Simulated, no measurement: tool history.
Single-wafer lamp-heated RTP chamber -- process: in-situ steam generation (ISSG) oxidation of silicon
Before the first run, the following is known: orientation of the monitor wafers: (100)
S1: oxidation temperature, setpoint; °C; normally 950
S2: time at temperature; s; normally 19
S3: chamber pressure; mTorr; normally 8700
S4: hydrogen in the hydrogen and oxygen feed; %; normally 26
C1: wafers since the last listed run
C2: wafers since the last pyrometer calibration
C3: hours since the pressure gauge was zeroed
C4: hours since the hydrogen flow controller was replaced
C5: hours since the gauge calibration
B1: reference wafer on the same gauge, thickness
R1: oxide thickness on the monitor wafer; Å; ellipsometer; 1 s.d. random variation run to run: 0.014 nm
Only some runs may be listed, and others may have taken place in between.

run   hour   S1  S2     S3  S4   C1    C2      C3      C4     C5     B1     R1
  1      0  963  19   8700  26    0   587  3730.3  5869.9  194.8  3.458  42.06
  2    6.3  950  16   8700  26   48   635  3736.6  5876.2  201.1  3.463  37.74
  3   17.3  950  16   8700  26   84   720  3747.6  5887.2  212.1  3.459  37.83
      18.1  -- gauge calibrated
  4   23.6  950  19   8700  26   48   768  3753.9  5893.5    5.5  3.459  40.29
  5   40.9  950  19   8700  26  132   900  3771.2  5910.8   22.8  3.456  40.48
  6   58.7  950  19   8700  26  136  1037    3789  5928.6   40.6  3.457  40.54
  7   76.6  950  19   8700  26  137  1174  3806.9  5946.5   58.5  3.461  40.32
  8   84.7  950  19   9000  26   62  1236    3815  5954.6   66.6  3.461  40.31
      97.8  -- pressure gauge zeroed
  9   98.3  950  19   9000  26   42  1279     0.5  5968.2   80.2  3.463  40.08
 10    102  950  19   8700  26   28  1307     4.2  5971.9   83.9   3.46  40.51
     111.9  -- hydrogen flow controller replaced
     116.9  -- pyrometer window cleaned and pyrometer calibrated
 11  117.4  950  19   8700  26   18     3    19.6     5.5   99.3  3.456   40.4
 12  151.1  950  19   8700  26  258   261    53.3    39.2    133  3.459  40.41
 13  158.9  950  16   8700  26   59   321    61.1      47  140.8  3.457  37.79
 14  171.2  963  19   8700  32   94   415    73.4    59.3  153.1   3.46  44.26
 15  177.9  950  19   8700  26   51   467    80.1      66  159.8  3.462  40.36
 16  195.2  950  21   8000  18  132   599    97.4    83.3  177.1  3.457  39.03
 17  212.6  950  19   8700  26  133   733   114.8   100.7  194.5  3.466  40.42
     219.2  -- gauge calibrated
 18  219.6  958  19   9200  26   53   786   121.8   107.7    0.4   3.46  40.88
 19  237.2  959  19   8700  26  134   921   139.4   125.3     18  3.461  41.62
 20  247.1  950  24  10100  26   75   997   149.3   135.2   27.9  3.462  43.55
 21  264.3  950  19   8700  22  131  1129   166.5   152.4   45.1   3.46  39.05
 22    279  958  19   9200  26  112  1241   181.2   167.1   59.8  3.462  41.06
 23  293.9  950  19   8700  26  114  1356   196.1     182   74.7  3.461  40.34
       310  -- pyrometer window cleaned and pyrometer calibrated
 24  310.5  931  25   9100  20   65     4   212.7   198.6   91.3  3.459  40.15
 25  316.5  950  14   7800  21   45    50   218.7   204.6   97.3  3.456  34.06

5 ways to go on from here, each from the tool as it stands after run 25. What would each give?
  A  316.9  950  13  8700  26   3  53  219.1  205  97.7   ?   ?
  B  316.9  950  27  8700  26   3  53  219.1  205  97.7   ?   ?
  C  316.9  950  19  8300  26   3  53  219.1  205  97.7   ?   ?
  D  316.9  969  19  8700  26   3  53  219.1  205  97.7   ?   ?
  E  316.9  950  19  8700  32   3  53  219.1  205  97.7   ?   ?

run     B1     R1
  A  3.461  34.92
  B  3.461  46.63
  C  3.461   40.5
  D  3.461   42.8
  E  3.461  42.47
Without the tool's hidden state the same runs would have given:
run     R1
  A  34.92
  B  46.63
  C   40.5
  D   42.8
  E  42.47
